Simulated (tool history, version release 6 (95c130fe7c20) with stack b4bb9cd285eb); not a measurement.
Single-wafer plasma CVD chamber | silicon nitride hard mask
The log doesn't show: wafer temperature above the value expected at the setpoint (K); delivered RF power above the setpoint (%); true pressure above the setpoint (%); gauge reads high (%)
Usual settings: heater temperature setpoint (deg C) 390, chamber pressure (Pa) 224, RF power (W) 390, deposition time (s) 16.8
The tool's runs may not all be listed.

run,hour,heater temperature setpoint (deg C),chamber pressure (Pa),RF power (W),deposition time (s),wafers since the last listed run,hours since the last thermocouple change,hours since the last RF generator calibration,hours since the last manometer calibration,hours since the showerhead was replaced,hours since the gauge calibration,"read-back reference wafer on the same gauge, thickness_nm",mean film thickness on the monitor wafer (nm)
1,0,390,224,335,16.8,0,1573.9,1280.3,1314.6,2385.1,558.2,24.151,20.36
2,83.8,390,224,335,16.8,1690,1657.7,1364.1,1398.4,2468.9,642,24.062,20.488
3,244.9,390,224,335,16.8,3249,1818.8,1525.2,1559.5,2630,803.1,24.113,20.303
# hour 268: gauge calibrated
4,473.8,390,224,390,16.8,4617,2047.7,1754.1,1788.4,2858.9,205.8,24.086,23.291
5,556.1,390,224,450,16.8,1660,2130,1836.4,1870.7,2941.2,288.1,24.098,25.958
6,615.5,390,224,450,16.8,1198,2189.4,1895.8,1930.1,3000.6,347.5,24.087,25.854
7,664,390,224,390,16.8,978,2237.9,1944.3,1978.6,3049.1,396,24.092,23.36
8,751.9,396,224,390,16.8,1773,2325.8,2032.2,2066.5,3137,483.9,24.138,23.318
9,834.9,396,224,390,16.8,1674,2408.8,2115.2,2149.5,3220,566.9,24.103,23.269
10,898,380,185,415,18,1272,2471.9,2178.3,2212.6,3283.1,630,24.148,23.691
# hour 935: capacitance manometer re-zeroed and calibrated
# hour 966.1: gauge calibrated
11,996,390,245,465,18,1815,2569.9,2276.3,61,3381.1,29.9,24.103,28.845
# hour 1024.3: RF generator calibrated
12,1046.1,390,224,390,16.8,849,2620,21.8,111.1,3431.2,80,24.149,22.638
# hour 1066.6: showerhead replaced
13,1108.3,390,264,330,16.8,1093,2682.2,84,173.3,41.7,142.2,24.137,21.202
# hour 1162.1: thermocouple changed; heater temperature recalibrated
14,1175.4,402,224,390,16.8,1192,13.3,151.1,240.4,108.8,209.3,24.145,22.699
15,1235.4,390,224,390,16.8,1210,73.3,211.1,300.4,168.8,269.3,24.1,22.927
16,1303,379,275,465,15.2,1363,140.9,278.7,368,236.4,336.9,24.098,25.967
17,1377,401,271,355,16.8,1492,214.9,352.7,442,310.4,410.9,24.053,22.985
18,1442.3,384,200,465,15.4,1317,280.2,418,507.3,375.7,476.2,24.129,22.777
19,1499.3,394,208,415,14.8,1149,337.2,475,564.3,432.7,533.2,24.085,20.494

Hidden state or all else? Some run-to-run changes of mean film thickness on the monitor wafer (nm), split into what the settings, what came in and random variation would give without the hidden state, and what is left for the hidden state (with any gauge scatter that isn't in both results):
Run 10 -> 11: heater temperature setpoint (deg C) 380 -> 390, chamber pressure (Pa) 185 -> 245, RF power (W) 415 -> 465, capacitance manometer re-zeroed and calibrated, gauge calibrated. mean film thickness on the monitor wafer (nm) +5.154: hidden state -0.725, all else +5.879.
Run 11 -> 12: chamber pressure (Pa) 245 -> 224, RF power (W) 465 -> 390, deposition time (s) 18 -> 16.8, RF generator calibrated. mean film thickness on the monitor wafer (nm) -6.207: hidden state +0.03, all else -6.237.
